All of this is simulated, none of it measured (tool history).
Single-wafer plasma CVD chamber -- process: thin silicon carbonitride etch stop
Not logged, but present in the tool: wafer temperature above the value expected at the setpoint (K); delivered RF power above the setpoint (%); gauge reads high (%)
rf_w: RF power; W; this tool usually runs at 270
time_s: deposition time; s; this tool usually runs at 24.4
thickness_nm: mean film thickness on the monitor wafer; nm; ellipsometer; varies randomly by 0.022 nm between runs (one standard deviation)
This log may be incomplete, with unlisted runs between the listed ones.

run    hour  rf_w  time_s  wafers since the last listed run  hours since the last thermocouple change  hours since the last RF generator calibration  hours since the showerhead was replaced  hours since the gauge calibration  read-back reference wafer on the same gauge, thickness_nm  thickness_nm
  1       0   270    24.4                                 0                                    1260.6                                          719.7                                   6804.1                              608.6                                                     14.804        14.353
  2    57.6   270    24.4                              1109                                    1318.2                                          777.3                                   6861.7                              666.2                                                       14.8        14.365
  3      93   270    24.4                               682                                    1353.6                                          812.7                                   6897.1                              701.6                                                     14.806        14.357
  4   124.5   270    24.4                               606                                    1385.1                                          844.2                                   6928.6                              733.1                                                       14.8        14.373
  5   161.3   270    24.4                               709                                    1421.9                                            881                                   6965.4                              769.9                                                     14.801        14.363
  6   199.9   270    24.4                               743                                    1460.5                                          919.6                                     7004                              808.5                                                     14.801        14.363
  7   266.7   270    24.4                              1287                                    1527.3                                          986.4                                   7070.8                              875.3                                                     14.804        14.406
  8   305.1   270    24.4                               739                                    1565.7                                         1024.8                                   7109.2                              913.7                                                     14.806        14.332
  9   373.4   290    24.4                              1316                                      1634                                         1093.1                                   7177.5                                982                                                     14.795        14.633
      407.6  -- thermocouple changed; heater temperature recalibrated
 10   444.6   270    24.4                              1217                                        37                                         1164.3                                   7248.7                             1053.2                                                       14.8        14.348
 11   506.1   295    22.2                              1184                                      98.5                                         1225.8                                   7310.2                             1114.7                                                     14.801        13.379
 12   534.7   295    22.2                               551                                     127.1                                         1254.4                                   7338.8                             1143.3                                                     14.798         13.35
 13   578.4   270    24.4                               842                                     170.8                                         1298.1                                   7382.5                               1187                                                     14.798        14.346
 14   640.5   270    24.4                              1196                                     232.9                                         1360.2                                   7444.6                             1249.1                                                     14.804        14.361
      653.1  -- showerhead replaced
      686.4  -- gauge calibrated
 15   711.3   270    24.4                              1210                                     303.7                                           1431                                     58.2                               24.9                                                     14.798        14.349
 16   781.6   220    21.3                              1354                                       374                                         1501.3                                    128.5                               95.2                                                     14.795        11.783
      803.6  -- RF generator calibrated
 17   824.3   250      27                               668                                     416.7                                           20.7                                    171.2                              137.9                                                     14.798        15.655
 18   888.2   235    28.4                              1231                                     480.6                                           84.6                                    235.1                              201.8                                                       14.8        16.161
 19   953.2   270    24.4                              1252                                     545.6                                          149.6                                    300.1                              266.8                                                     14.797        14.497
 20  1002.6   270    20.2                               951                                       595                                            199                                    349.5                              316.2                                                     14.801        11.937
 21  1080.3   270    24.4                              1497                                     672.7                                          276.7                                    427.2                              393.9                                                     14.795        14.439
 22  1112.3   250    21.9                               616                                     704.7                                          308.7                                    459.2                              425.9                                                     14.798        12.658
 23  1143.1   225    27.6                               593                                     735.5                                          339.5                                      490                              456.7                                                     14.805        15.482
 24  1198.9   290    26.3                              1075                                     791.3                                          395.3                                    545.8                              512.5                                                     14.801        15.839
 25  1306.3   305    26.2                              2069                                     898.7                                          502.7                                    653.2                              619.9                                                     14.791        15.969

Alternative continuations, all from the tool just after run 25; predict every row:
  A  1306.7   270    24.4                                 7                                     899.1                                          503.1                                    653.6                              620.3                                                          ?             ?
  B  1306.7   255    26.3                                 7                                     899.1                                          503.1                                    653.6                              620.3                                                          ?             ?
  C  1306.7   250    26.5                                 7                                     899.1                                          503.1                                    653.6                              620.3                                                          ?             ?
  D  1306.7   240    24.4                                 7                                     899.1                                          503.1                                    653.6                              620.3                                                          ?             ?
  E  1306.7   270    22.2                                 7                                     899.1                                          503.1                                    653.6                              620.3                                                          ?             ?

run  read-back reference wafer on the same gauge, thickness_nm  thickness_nm
  A                                                     14.798        14.359
  B                                                     14.798        15.219
  C                                                     14.798        15.245
  D                                                     14.798         13.87
  E                                                     14.798        13.064
Without the tool's unlogged condition, the same runs would have read:
run  thickness_nm
  A        14.498
  B        15.367
  C        15.394
  D        14.005
  E        13.191

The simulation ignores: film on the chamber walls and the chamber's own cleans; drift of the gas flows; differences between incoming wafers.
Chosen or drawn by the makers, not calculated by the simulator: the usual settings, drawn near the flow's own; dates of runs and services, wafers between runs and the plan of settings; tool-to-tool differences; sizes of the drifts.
